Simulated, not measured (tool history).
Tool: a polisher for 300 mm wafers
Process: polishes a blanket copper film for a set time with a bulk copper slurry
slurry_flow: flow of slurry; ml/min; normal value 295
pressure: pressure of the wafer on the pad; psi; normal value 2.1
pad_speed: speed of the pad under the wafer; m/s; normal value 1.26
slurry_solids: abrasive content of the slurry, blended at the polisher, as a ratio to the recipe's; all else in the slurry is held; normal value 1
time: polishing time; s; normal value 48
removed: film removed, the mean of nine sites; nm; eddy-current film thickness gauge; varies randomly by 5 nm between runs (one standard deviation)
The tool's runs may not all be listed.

| run | day | slurry_flow | pressure | pad_speed | slurry_solids | time | wafers since the last listed run | wafers polished on this pad | hours since the slurry nozzle was cleaned | hours since the head pressure was calibrated | hours since the slurry blender was calibrated | incoming thickness of the incoming film, nm | removed |
|---|---|---|---|---|---|---|---|---|---|---|---|---|---|
| 1 | 0 | 295 | 2.1 | 1.26 | 1 | 48 | 0 | 2181 | 1.9 | 272.3 | 150.6 | 3815.5 | 418.1 |
| 2 | 3.658 | 295 | 2.1 | 1.26 | 1 | 48 | 725 | 2907 | 89.7 | 360.1 | 238.4 | 3822.7 | 392.1 |
|  | 5.112 | worn pad replaced by a new one |
|  | 5.746 | head pressure recalibrated |
| 3 | 8.154 | 295 | 2.1 | 1.26 | 1 | 48 | 842 | 586 | 197.6 | 57.8 | 346.3 | 3808.3 | 391.6 |
|  | 10.3 | slurry blender recalibrated |
| 4 | 11.383 | 295 | 2.1 | 1.06 | 1 | 48 | 624 | 1210 | 275.1 | 135.3 | 26 | 3798.9 | 331.3 |
| 5 | 13.483 | 240 | 2.1 | 1.26 | 0.85 | 48 | 416 | 1627 | 325.5 | 185.7 | 76.4 | 3836.7 | 369.4 |
| 6 | 15.271 | 210 | 1.8 | 1.26 | 1 | 48 | 354 | 1981 | 368.4 | 228.6 | 119.3 | 3786 | 324.5 |
|  | 15.546 | slurry nozzle cleaned |
| 7 | 17.538 | 210 | 1.8 | 1.26 | 1 | 48 | 441 | 2423 | 47.8 | 283 | 173.7 | 3861.4 | 357.6 |
| 8 | 19.6 | 210 | 1.8 | 1.26 | 1 | 48 | 409 | 2832 | 97.3 | 332.5 | 223.2 | 3800 | 347.5 |
|  | 21.204 | worn pad replaced by a new one |
| 9 | 21.225 | 295 | 2.1 | 1.26 | 1 | 48 | 289 | 3 | 136.3 | 371.5 | 262.2 | 3755.8 | 400.2 |
|  | 23.229 | head pressure recalibrated |
| 10 | 25.567 | 295 | 2.1 | 1.26 | 1 | 48 | 844 | 848 | 240.5 | 56.1 | 366.4 | 3855.3 | 390.8 |
|  | 26.879 | slurry blender recalibrated |
| 11 | 29.212 | 295 | 2.1 | 1.26 | 1 | 48 | 706 | 1555 | 328 | 143.6 | 56 | 3820.5 | 389.2 |
| 12 | 32.683 | 295 | 2.6 | 1.26 | 1 | 48 | 688 | 2243 | 411.3 | 226.9 | 139.3 | 3794.9 | 442.1 |
|  | 34.8 | slurry nozzle cleaned |
|  | 39.317 | worn pad replaced by a new one |
|  | 42.038 | head pressure recalibrated |
| 13 | 42.058 | 295 | 2.6 | 1.26 | 1 | 48 | 1802 | 527 | 174.2 | 0.5 | 364.3 | 3793.5 | 459.2 |
|  | 45.446 | slurry blender recalibrated |
| 14 | 46.146 | 295 | 2.1 | 1.26 | 1 | 61 | 794 | 1321 | 272.3 | 98.6 | 16.8 | 3775.5 | 490.1 |
| 15 | 47.829 | 355 | 2.1 | 1.26 | 1 | 58 | 333 | 1655 | 312.7 | 139 | 57.2 | 3774.8 | 487.4 |
| 16 | 49.762 | 295 | 2.1 | 1.26 | 1 | 34 | 383 | 2038 | 359.1 | 185.4 | 103.6 | 3840.7 | 273.6 |
|  | 50.254 | slurry nozzle cleaned |
| 17 | 53.962 | 295 | 2.1 | 1.46 | 1 | 48 | 824 | 2863 | 89 | 286.2 | 204.4 | 3770.9 | 465.7 |
| 18 | 57.879 | 260 | 1.8 | 1.44 | 1 | 48 | 777 | 3640 | 183 | 380.2 | 298.4 | 3842.8 | 400.8 |
|  | 58.204 | worn pad replaced by a new one, of another model than before |
|  | 61 | head pressure recalibrated |
| 19 | 61.375 | 380 | 2.1 | 1.26 | 1 | 58 | 643 | 612 | 266.9 | 9 | 382.3 | 3791.7 | 502 |
|  | 62.083 | slurry blender recalibrated |
| 20 | 64.788 | 230 | 2.1 | 1.26 | 0.9 | 48 | 660 | 1273 | 348.8 | 90.9 | 64.9 | 3795 | 379.8 |
|  | 65.492 | slurry nozzle cleaned |
| 21 | 69.108 | 215 | 1.5 | 1.26 | 1.25 | 59 | 848 | 2122 | 86.8 | 194.6 | 168.6 | 3799.1 | 452.1 |

For run 22, what comes out?
| 22 | 70.717 | 295 | 2.1 | 1.02 | 1 | 36 | 319 | 2441 | 125.4 | 233.2 | 207.2 | 3849.1 | ? |

removed: 281.5 nm
Take away the tool's hidden state, keep the run-to-run variation as it was, and the same run would have given removed 289.4 nm.
